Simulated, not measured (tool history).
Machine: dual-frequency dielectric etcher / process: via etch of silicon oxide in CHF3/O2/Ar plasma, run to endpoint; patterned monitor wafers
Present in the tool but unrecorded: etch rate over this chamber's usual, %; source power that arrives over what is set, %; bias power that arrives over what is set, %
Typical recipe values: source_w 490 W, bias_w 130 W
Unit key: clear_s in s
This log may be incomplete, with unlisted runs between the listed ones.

run	hour	source_w	bias_w	wafers since the last listed run	hours since the last wet clean	hours since the last source power generator calibration	hours since the last bias power generator calibration	hours since the last upper electrode change	incoming incoming film thickness, nm	clear_s
1	0.0	490	130	0	362.8	2170.3	2908.1	3154.0	692.8	441.9
2	67.1	490	115	247	429.9	2237.4	2975.2	3221.1	684.3	457.0
3	130.3	490	130	232	493.1	2300.6	3038.4	3284.3	692.8	448.0
4	171.6	490	130	152	534.4	2341.9	3079.7	3325.6	686.0	441.7
5	229.6	490	138	213	592.4	2399.9	3137.7	3383.6	691.3	436.3
# hour 279.2: wet clean of the chamber
6	283.1	490	138	108	3.9	2453.4	3191.2	3437.1	681.4	431.2
7	350.8	400	130	249	71.6	2521.1	3258.9	3504.8	684.8	508.8
8	382.5	400	130	116	103.3	2552.8	3290.6	3536.5	681.6	498.8
9	441.7	400	130	218	162.5	2612.0	3349.8	3595.7	680.6	496.9
10	482.7	490	130	151	203.5	2653.0	3390.8	3636.7	693.7	448.3
# hour 496.5: source power generator calibrated
11	533.9	590	105	173	254.7	37.4	3442.0	3687.9	687.7	413.5
12	586.6	440	103	194	307.4	90.1	3494.7	3740.6	687.1	500.4
13	635.6	490	130	180	356.4	139.1	3543.7	3789.6	682.6	435.2
# hour 736.2: upper electrode replaced
# hour 831.5: wet clean of the chamber
14	835.8	490	115	561	4.3	339.3	3743.9	99.6	684.6	459.6
15	862.6	400	130	98	31.1	366.1	3770.7	126.4	685.5	506.9
16	930.7	540	113	251	99.2	434.2	3838.8	194.5	688.0	433.8
17	957.2	490	117	97	125.7	460.7	3865.3	221.0	686.6	454.0
18	996.3	490	130	144	164.8	499.8	3904.4	260.1	686.2	437.6
19	1060.4	400	130	236	228.9	563.9	3968.5	324.2	695.2	516.1
20	1190.3	580	107	478	358.8	693.8	4098.4	454.1	683.0	420.5
21	1252.0	490	130	227	420.5	755.5	4160.1	515.8	690.3	440.6
22	1307.4	440	140	204	475.9	810.9	4215.5	571.2	690.4	469.4
# hour 1316.3: bias power generator calibrated
# hour 1356.3: wet clean of the chamber
23	1356.8	590	119	78	0.5	860.3	40.5	620.6	687.6	402.1
24	1368.4	420	109	42	12.1	871.9	52.1	632.2	687.0	508.9
25	1434.4	490	130	243	78.1	937.9	118.1	698.2	693.3	446.3
26	1485.0	400	113	186	128.7	988.5	168.7	748.8	677.4	517.8
27	1552.2	590	142	247	195.9	1055.7	235.9	816.0	686.5	388.8
28	1622.6	550	118	259	266.3	1126.1	306.3	886.4	689.0	419.7
29	1694.1	450	111	263	337.8	1197.6	377.8	957.9	682.3	491.0
30	1884.5	490	155	701	528.2	1388.0	568.2	1148.3	693.5	419.7
31	1954.8	490	130	259	598.5	1458.3	638.5	1218.6	678.7	439.1
32	1990.4	400	139	131	634.1	1493.9	674.1	1254.2	691.4	495.8
# hour 2039.2: wet clean of the chamber
33	2058.2	490	100	161	19.0	1561.7	741.9	1322.0	676.1	463.5
34	2119.1	490	130	224	79.9	1622.6	802.8	1382.9	690.0	445.9
35	2185.3	490	130	244	146.1	1688.8	869.0	1449.1	688.2	440.4

4 ways to go on from here, each from the tool as it stands after run 35. What would each give?
A	2185.8	490	130	1	146.6	1689.3	869.5	1449.6	683.5	?
B	2185.8	520	130	1	146.6	1689.3	869.5	1449.6	683.5	?
C	2185.8	520	104	1	146.6	1689.3	869.5	1449.6	683.5	?
D	2185.8	460	157	1	146.6	1689.3	869.5	1449.6	683.5	?

run	clear_s
A	443.3
B	427.5
C	453.9
D	436.7
With no hidden state in the tool, these same runs would have given:
run	clear_s
A	443.3
B	427.5
C	453.9
D	436.7
